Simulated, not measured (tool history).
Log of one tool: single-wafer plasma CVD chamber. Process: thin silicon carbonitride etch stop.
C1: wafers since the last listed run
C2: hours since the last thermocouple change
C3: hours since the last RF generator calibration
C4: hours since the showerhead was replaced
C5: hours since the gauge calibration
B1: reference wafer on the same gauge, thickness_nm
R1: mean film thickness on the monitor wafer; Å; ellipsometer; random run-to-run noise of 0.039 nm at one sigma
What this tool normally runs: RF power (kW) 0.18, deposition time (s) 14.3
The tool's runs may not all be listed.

run 1 hour=0 | RF_power_(kW)=0.18 deposition_time_(s)=14.3 | C1=0 C2=1180.9 C3=1294.4 C4=2054.2 C5=1205 | B1=6.304 | R1=70.49
-- hour=3.4 RF generator calibrated
run 2 hour=100.1 | RF_power_(kW)=0.18 deposition_time_(s)=14.3 | C1=1943 C2=1281 C3=96.7 C4=2154.3 C5=1305.1 | B1=6.313 | R1=73.76
-- hour=111.6 thermocouple changed; heater temperature recalibrated
run 3 hour=191.7 | RF_power_(kW)=0.16 deposition_time_(s)=14.3 | C1=1679 C2=80.1 C3=188.3 C4=2245.9 C5=1396.7 | B1=6.308 | R1=69.73
run 4 hour=295.4 | RF_power_(kW)=0.16 deposition_time_(s)=14.3 | C1=2083 C2=183.8 C3=292 C4=2349.6 C5=1500.4 | B1=6.318 | R1=68.31
run 5 hour=390.7 | RF_power_(kW)=0.18 deposition_time_(s)=15.4 | C1=1914 C2=279.1 C3=387.3 C4=2444.9 C5=1595.7 | B1=6.326 | R1=78.48
run 6 hour=467 | RF_power_(kW)=0.18 deposition_time_(s)=14.3 | C1=1533 C2=355.4 C3=463.6 C4=2521.2 C5=1672 | B1=6.319 | R1=72.04
run 7 hour=574.3 | RF_power_(kW)=0.18 deposition_time_(s)=14.3 | C1=2156 C2=462.7 C3=570.9 C4=2628.5 C5=1779.3 | B1=6.307 | R1=72.44
run 8 hour=637.6 | RF_power_(kW)=0.18 deposition_time_(s)=14.3 | C1=1271 C2=526 C3=634.2 C4=2691.8 C5=1842.6 | B1=6.322 | R1=72.62
-- hour=682.9 showerhead replaced, of another model than before
run 9 hour=719.7 | RF_power_(kW)=0.18 deposition_time_(s)=15.1 | C1=1488 C2=608.1 C3=716.3 C4=36.8 C5=1924.7 | B1=6.302 | R1=77.28
run 10 hour=802.8 | RF_power_(kW)=0.18 deposition_time_(s)=15.1 | C1=1669 C2=691.2 C3=799.4 C4=119.9 C5=2007.8 | B1=6.298 | R1=76.56
run 11 hour=858.2 | RF_power_(kW)=0.18 deposition_time_(s)=15.1 | C1=1113 C2=746.6 C3=854.8 C4=175.3 C5=2063.2 | B1=6.322 | R1=78.01
run 12 hour=920.7 | RF_power_(kW)=0.18 deposition_time_(s)=13 | C1=1255 C2=809.1 C3=917.3 C4=237.8 C5=2125.7 | B1=6.332 | R1=65.94
run 13 hour=967.5 | RF_power_(kW)=0.18 deposition_time_(s)=16.2 | C1=940 C2=855.9 C3=964.1 C4=284.6 C5=2172.5 | B1=6.31 | R1=82.46
-- hour=975.1 gauge calibrated
run 14 hour=1022.9 | RF_power_(kW)=0.155 deposition_time_(s)=11.5 | C1=1113 C2=911.3 C3=1019.5 C4=340 C5=47.8 | B1=6.324 | R1=55.86
run 15 hour=1072.2 | RF_power_(kW)=0.15 deposition_time_(s)=11.8 | C1=990 C2=960.6 C3=1068.8 C4=389.3 C5=97.1 | B1=6.312 | R1=56.55
run 16 hour=1179 | RF_power_(kW)=0.145 deposition_time_(s)=16.3 | C1=2146 C2=1067.4 C3=1175.6 C4=496.1 C5=203.9 | B1=6.288 | R1=77.6
run 17 hour=1270 | RF_power_(kW)=0.145 deposition_time_(s)=17.1 | C1=1828 C2=1158.4 C3=1266.6 C4=587.1 C5=294.9 | B1=6.317 | R1=80.87
-- hour=1280.3 thermocouple changed; heater temperature recalibrated
run 18 hour=1362.8 | RF_power_(kW)=0.18 deposition_time_(s)=12.7 | C1=1703 C2=82.5 C3=1359.4 C4=679.9 C5=387.7 | B1=6.325 | R1=63.86
-- hour=1415.5 RF generator calibrated
run 19 hour=1420.8 | RF_power_(kW)=0.21 deposition_time_(s)=14.3 | C1=1004 C2=140.5 C3=5.3 C4=737.9 C5=445.7 | B1=6.316 | R1=77.75
run 20 hour=1514.1 | RF_power_(kW)=0.18 deposition_time_(s)=14.3 | C1=1874 C2=233.8 C3=98.6 C4=831.2 C5=539 | B1=6.304 | R1=74.18
run 21 hour=1698.7 | RF_power_(kW)=0.165 deposition_time_(s)=16.7 | C1=3709 C2=418.4 C3=283.2 C4=1015.8 C5=723.6 | B1=6.303 | R1=83.88
run 22 hour=1782.2 | RF_power_(kW)=0.19 deposition_time_(s)=12.6 | C1=1677 C2=501.9 C3=366.7 C4=1099.3 C5=807.1 | B1=6.308 | R1=66.37
run 23 hour=1856.8 | RF_power_(kW)=0.21 deposition_time_(s)=15.1 | C1=1499 C2=576.5 C3=441.3 C4=1173.9 C5=881.7 | B1=6.306 | R1=82.01
run 24 hour=1922.7 | RF_power_(kW)=0.205 deposition_time_(s)=16.2 | C1=1324 C2=642.4 C3=507.2 C4=1239.8 C5=947.6 | B1=6.308 | R1=85.76
run 25 hour=1974.6 | RF_power_(kW)=0.18 deposition_time_(s)=14.3 | C1=1042 C2=694.3 C3=559.1 C4=1291.7 C5=999.5 | B1=6.294 | R1=72.98

For each run, what was the tool's unlogged condition?
wafer temperature above the value expected at the setpoint (K): 0 at every run
gauge reads high (%): 0 at every run
H1: delivered RF power above the setpoint (%)
run=1 H1=-8.39
run=2 H1=-1.89
run=3 H1=-2.42
run=4 H1=-3.02
run=5 H1=-3.58
run=6 H1=-4.02
run=7 H1=-4.64
run=8 H1=-5.01
run=9 H1=-5.48
run=10 H1=-5.97
run=11 H1=-6.29
run=12 H1=-6.65
run=13 H1=-6.92
run=14 H1=-7.24
run=15 H1=-7.53
run=16 H1=-8.15
run=17 H1=-8.68
run=18 H1=-9.22
run=19 H1=-0.0983
run=20 H1=-0.64
run=21 H1=-1.71
run=22 H1=-2.2
run=23 H1=-2.63
run=24 H1=-3.01
run=25 H1=-3.31
